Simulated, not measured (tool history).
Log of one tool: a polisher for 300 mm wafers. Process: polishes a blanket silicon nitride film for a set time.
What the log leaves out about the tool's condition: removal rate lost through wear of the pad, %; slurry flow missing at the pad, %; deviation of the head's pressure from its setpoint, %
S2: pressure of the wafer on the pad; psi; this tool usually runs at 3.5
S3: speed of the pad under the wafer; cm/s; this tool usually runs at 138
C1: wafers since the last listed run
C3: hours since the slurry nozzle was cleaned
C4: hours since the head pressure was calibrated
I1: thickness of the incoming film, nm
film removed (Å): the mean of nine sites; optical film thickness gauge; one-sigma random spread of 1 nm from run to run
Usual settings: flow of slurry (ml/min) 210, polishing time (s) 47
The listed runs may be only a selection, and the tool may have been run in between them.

run 1 hour=0 | flow_of_slurry_(ml/min)=210 S2=3.5 S3=138 polishing_time_(s)=47 | C1=0 wafers_polished_on_this_pad=136 C3=225.8 C4=539.1 | I1=490.1 | film_removed_(Å)=1148
run 2 hour=15.7 | flow_of_slurry_(ml/min)=210 S2=3.5 S3=138 polishing_time_(s)=47 | C1=88 wafers_polished_on_this_pad=224 C3=241.5 C4=554.8 | I1=491.5 | film_removed_(Å)=1140
run 3 hour=23.5 | flow_of_slurry_(ml/min)=210 S2=3.5 S3=138 polishing_time_(s)=47 | C1=44 wafers_polished_on_this_pad=269 C3=249.3 C4=562.6 | I1=492.4 | film_removed_(Å)=1142
run 4 hour=32.6 | flow_of_slurry_(ml/min)=210 S2=3.5 S3=138 polishing_time_(s)=47 | C1=51 wafers_polished_on_this_pad=320 C3=258.4 C4=571.7 | I1=494 | film_removed_(Å)=1139
-- hour=43.8 slurry nozzle cleaned
run 5 hour=46.6 | flow_of_slurry_(ml/min)=210 S2=3.5 S3=138 polishing_time_(s)=47 | C1=73 wafers_polished_on_this_pad=393 C3=2.8 C4=585.7 | I1=496.4 | film_removed_(Å)=1180
run 6 hour=57.3 | flow_of_slurry_(ml/min)=210 S2=3.5 S3=138 polishing_time_(s)=47 | C1=60 wafers_polished_on_this_pad=454 C3=13.5 C4=596.4 | I1=491.4 | film_removed_(Å)=1195
run 7 hour=71.5 | flow_of_slurry_(ml/min)=210 S2=3.5 S3=138 polishing_time_(s)=47 | C1=80 wafers_polished_on_this_pad=534 C3=27.7 C4=610.6 | I1=484.4 | film_removed_(Å)=1186
run 8 hour=84.4 | flow_of_slurry_(ml/min)=210 S2=3.5 S3=138 polishing_time_(s)=47 | C1=72 wafers_polished_on_this_pad=607 C3=40.6 C4=623.5 | I1=494.1 | film_removed_(Å)=1178
run 9 hour=90.9 | flow_of_slurry_(ml/min)=210 S2=3.5 S3=138 polishing_time_(s)=47 | C1=36 wafers_polished_on_this_pad=644 C3=47.1 C4=630 | I1=488.9 | film_removed_(Å)=1180
run 10 hour=107.1 | flow_of_slurry_(ml/min)=210 S2=3.5 S3=138 polishing_time_(s)=47 | C1=91 wafers_polished_on_this_pad=736 C3=63.3 C4=646.2 | I1=493.6 | film_removed_(Å)=1174
run 11 hour=115.1 | flow_of_slurry_(ml/min)=210 S2=3.5 S3=138 polishing_time_(s)=47 | C1=45 wafers_polished_on_this_pad=781 C3=71.3 C4=654.2 | I1=488.6 | film_removed_(Å)=1171
run 12 hour=127.9 | flow_of_slurry_(ml/min)=180 S2=3.5 S3=138 polishing_time_(s)=47 | C1=72 wafers_polished_on_this_pad=853 C3=84.1 C4=667 | I1=494.1 | film_removed_(Å)=1140
run 13 hour=139.6 | flow_of_slurry_(ml/min)=180 S2=3.5 S3=138 polishing_time_(s)=47 | C1=66 wafers_polished_on_this_pad=919 C3=95.8 C4=678.7 | I1=488.4 | film_removed_(Å)=1139
run 14 hour=148.2 | flow_of_slurry_(ml/min)=180 S2=3.5 S3=138 polishing_time_(s)=47 | C1=48 wafers_polished_on_this_pad=968 C3=104.4 C4=687.3 | I1=489.4 | film_removed_(Å)=1134
run 15 hour=154.8 | flow_of_slurry_(ml/min)=210 S2=3.5 S3=138 polishing_time_(s)=47 | C1=37 wafers_polished_on_this_pad=1005 C3=111 C4=693.9 | I1=492.6 | film_removed_(Å)=1154
-- hour=166.7 worn pad replaced by a new one
run 16 hour=169.1 | flow_of_slurry_(ml/min)=210 S2=2.6 S3=138 polishing_time_(s)=47 | C1=58 wafers_polished_on_this_pad=13 C3=125.3 C4=708.2 | I1=491.4 | film_removed_(Å)=973
-- hour=180 head pressure recalibrated
run 17 hour=185.9 | flow_of_slurry_(ml/min)=210 S2=3.5 S3=138 polishing_time_(s)=47 | C1=83 wafers_polished_on_this_pad=97 C3=142.1 C4=5.9 | I1=495.2 | film_removed_(Å)=1136
run 18 hour=192.9 | flow_of_slurry_(ml/min)=210 S2=3.5 S3=138 polishing_time_(s)=47 | C1=39 wafers_polished_on_this_pad=136 C3=149.1 C4=12.9 | I1=483 | film_removed_(Å)=1149
run 19 hour=207.5 | flow_of_slurry_(ml/min)=210 S2=3.5 S3=138 polishing_time_(s)=55 | C1=82 wafers_polished_on_this_pad=219 C3=163.7 C4=27.5 | I1=482.8 | film_removed_(Å)=1337
run 20 hour=217.1 | flow_of_slurry_(ml/min)=240 S2=4.3 S3=156 polishing_time_(s)=47 | C1=54 wafers_polished_on_this_pad=273 C3=173.3 C4=37.1 | I1=490.6 | film_removed_(Å)=1462
run 21 hour=225.9 | flow_of_slurry_(ml/min)=160 S2=4.2 S3=138 polishing_time_(s)=59 | C1=49 wafers_polished_on_this_pad=323 C3=182.1 C4=45.9 | I1=487 | film_removed_(Å)=1532
run 22 hour=234.2 | flow_of_slurry_(ml/min)=230 S2=4.4 S3=176 polishing_time_(s)=62 | C1=46 wafers_polished_on_this_pad=370 C3=190.4 C4=54.2 | I1=488.9 | film_removed_(Å)=2144
run 23 hour=242.5 | flow_of_slurry_(ml/min)=210 S2=4.6 S3=170 polishing_time_(s)=33 | C1=46 wafers_polished_on_this_pad=417 C3=198.7 C4=62.5 | I1=494 | film_removed_(Å)=1124
run 24 hour=249.9 | flow_of_slurry_(ml/min)=285 S2=3.2 S3=168 polishing_time_(s)=47 | C1=41 wafers_polished_on_this_pad=459 C3=206.1 C4=69.9 | I1=485.1 | film_removed_(Å)=1306
-- hour=261 slurry nozzle cleaned
run 25 hour=261.5 | flow_of_slurry_(ml/min)=210 S2=3.5 S3=138 polishing_time_(s)=47 | C1=59 wafers_polished_on_this_pad=519 C3=0.5 C4=81.5 | I1=490.3 | film_removed_(Å)=1194
run 26 hour=274.8 | flow_of_slurry_(ml/min)=185 S2=4.4 S3=138 polishing_time_(s)=51 | C1=75 wafers_polished_on_this_pad=594 C3=13.8 C4=94.8 | I1=485.8 | film_removed_(Å)=1442
run 27 hour=292.8 | flow_of_slurry_(ml/min)=235 S2=3 S3=178 polishing_time_(s)=47 | C1=101 wafers_polished_on_this_pad=696 C3=31.8 C4=112.8 | I1=494 | film_removed_(Å)=1322
run 28 hour=299.7 | flow_of_slurry_(ml/min)=145 S2=3 S3=138 polishing_time_(s)=47 | C1=39 wafers_polished_on_this_pad=735 C3=38.7 C4=119.7 | I1=491 | film_removed_(Å)=1030
run 29 hour=310.5 | flow_of_slurry_(ml/min)=210 S2=3.5 S3=160 polishing_time_(s)=47 | C1=61 wafers_polished_on_this_pad=796 C3=49.5 C4=130.5 | I1=486.5 | film_removed_(Å)=1306
run 30 hour=326.1 | flow_of_slurry_(ml/min)=210 S2=2.7 S3=186 polishing_time_(s)=38 | C1=88 wafers_polished_on_this_pad=884 C3=65.1 C4=146.1 | I1=481.4 | film_removed_(Å)=1024
run 31 hour=337.2 | flow_of_slurry_(ml/min)=145 S2=3.8 S3=170 polishing_time_(s)=57 | C1=62 wafers_polished_on_this_pad=947 C3=76.2 C4=157.2 | I1=494.9 | film_removed_(Å)=1652
run 32 hour=344.9 | flow_of_slurry_(ml/min)=175 S2=4.4 S3=138 polishing_time_(s)=47 | C1=43 wafers_polished_on_this_pad=990 C3=83.9 C4=164.9 | I1=489.6 | film_removed_(Å)=1310
run 33 hour=351.3 | flow_of_slurry_(ml/min)=210 S2=3.5 S3=138 polishing_time_(s)=47 | C1=36 wafers_polished_on_this_pad=1026 C3=90.3 C4=171.3 | I1=488.8 | film_removed_(Å)=1171

5 options for the next run, each taken on its own from the tool as it stands now. Forecast them:
run A hour=351.7 | flow_of_slurry_(ml/min)=210 S2=3.5 S3=138 polishing_time_(s)=47 | C1=2 wafers_polished_on_this_pad=1029 C3=90.7 C4=171.7 | I1=498.5 | film_removed_(Å)=?
run B hour=351.7 | flow_of_slurry_(ml/min)=210 S2=2.5 S3=138 polishing_time_(s)=58 | C1=2 wafers_polished_on_this_pad=1029 C3=90.7 C4=171.7 | I1=498.5 | film_removed_(Å)=?
run C hour=351.7 | flow_of_slurry_(ml/min)=250 S2=3.5 S3=174 polishing_time_(s)=47 | C1=2 wafers_polished_on_this_pad=1029 C3=90.7 C4=171.7 | I1=498.5 | film_removed_(Å)=?
run D hour=351.7 | flow_of_slurry_(ml/min)=210 S2=3.5 S3=138 polishing_time_(s)=61 | C1=2 wafers_polished_on_this_pad=1029 C3=90.7 C4=171.7 | I1=498.5 | film_removed_(Å)=?
run E hour=351.7 | flow_of_slurry_(ml/min)=175 S2=4 S3=172 polishing_time_(s)=56 | C1=2 wafers_polished_on_this_pad=1029 C3=90.7 C4=171.7 | I1=498.5 | film_removed_(Å)=?

run=A film_removed_(Å)=1159
run=B film_removed_(Å)=1185
run=C film_removed_(Å)=1412
run=D film_removed_(Å)=1504
run=E film_removed_(Å)=1724
What these runs would have given with no unlogged condition in the tool:
run=A film_removed_(Å)=1190
run=B film_removed_(Å)=1217
run=C film_removed_(Å)=1445
run=D film_removed_(Å)=1545
run=E film_removed_(Å)=1779

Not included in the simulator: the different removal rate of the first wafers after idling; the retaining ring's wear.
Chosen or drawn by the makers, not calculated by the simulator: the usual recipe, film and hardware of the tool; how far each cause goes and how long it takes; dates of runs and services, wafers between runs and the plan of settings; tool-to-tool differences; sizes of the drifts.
